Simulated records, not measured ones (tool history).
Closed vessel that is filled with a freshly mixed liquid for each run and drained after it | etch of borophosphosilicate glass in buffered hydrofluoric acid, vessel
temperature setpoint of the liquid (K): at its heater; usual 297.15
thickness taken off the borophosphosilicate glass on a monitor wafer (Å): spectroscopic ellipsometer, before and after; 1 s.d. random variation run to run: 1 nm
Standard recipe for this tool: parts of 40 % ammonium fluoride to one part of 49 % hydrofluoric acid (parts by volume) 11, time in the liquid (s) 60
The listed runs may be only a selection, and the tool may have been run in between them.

run,day,temperature setpoint of the liquid (K),parts of 40 % ammonium fluoride to one part of 49 % hydrofluoric acid (parts by volume),time in the liquid (s),wafers since the last listed run,hours since the thermometer was replaced,hours since the hydrofluoric acid flow meter was replaced,hours since the gauge calibration,"read-back film thickness of the borophosphosilicate glass reference wafer, read on the same gauge (nm)",thickness taken off the borophosphosilicate glass on a monitor wafer (Å)
1,0,297.15,10,60,0,49.9,1738,161.5,120.01,1336
2,1.396,297.15,10,60,3587,83.4,1771.5,195,119.99,1337.9
3,2.754,297.15,11,60,3491,116,1804.1,227.6,119.99,1220.7
4,4.883,297.15,11,60,5472,167.1,1855.2,278.7,119.99,1242
5,6.754,297.15,11,60,4808,212,1900.1,323.6,120.02,1203.4
6,9.567,297.15,11,60,7228,279.5,1967.6,391.1,120,1213.5
7,10.988,297.15,11,60,3651,313.6,2001.7,425.2,120.01,1221.1
8,12.458,297.15,11,60,3780,348.9,2037,460.5,119.94,1248.9
9,14.979,297.15,11,45,6479,409.4,2097.5,521,120.01,925.2
10,17.525,297.15,11,45,6543,470.5,2158.6,582.1,119.97,940
11,18.704,297.15,11,60,3030,498.8,2186.9,610.4,119.97,1237.1
# day 22.875: gauge calibrated
12,23.254,293.15,7.5,60,11694,608,2296.1,9.1,119.98,1451.6
13,26.096,295.15,12.5,60,7303,676.2,2364.3,77.3,119.99,1016.2
# day 26.938: thermometer replaced
# day 26.992: hydrofluoric acid flow meter replaced
14,27.625,293.15,7,30,3716,16.5,15.2,114,120.05,751.1
15,29.033,292.15,8.5,60,3619,50.3,49,147.8,120,1139.1
16,31.367,297.15,11,60,5997,106.3,105,203.8,120,1219.9
17,33.633,297.15,11,60,5825,160.7,159.4,258.2,120.01,1244
18,35.217,297.15,15,90,4069,198.7,197.4,296.2,119.95,1341.9
19,36.292,297.15,11,60,2762,224.5,223.2,322,119.97,1231.2
20,38.838,301.65,13.5,80,6543,285.6,284.3,383.1,120.03,1704.9
21,41.038,293.65,12.5,60,5654,338.4,337.1,435.9,119.97,891.3

Measured result minus the same run's result without the hidden state. Both carry the same run-to-run variation, though not necessarily the same gauge scatter:
Hidden state at play: liquid hotter than its thermometer reads (K); hydrofluoric acid flow below the setpoint (%); gauge reads high (%).
run,thickness taken off the borophosphosilicate glass on a monitor wafer (Å)
1,+8.7
2,+11.5
3,+13.7
4,+18.6
5,+21.9
6,+28.4
7,+31.8
8,+35.8
9,+30.4
10,+35.2
11,+48.9
12,+70.1
13,+53.9
14,+1.2
15,+4.4
16,+9.9
17,+15.3
18,+20.1
19,+21
20,+35.4
21,+23.2
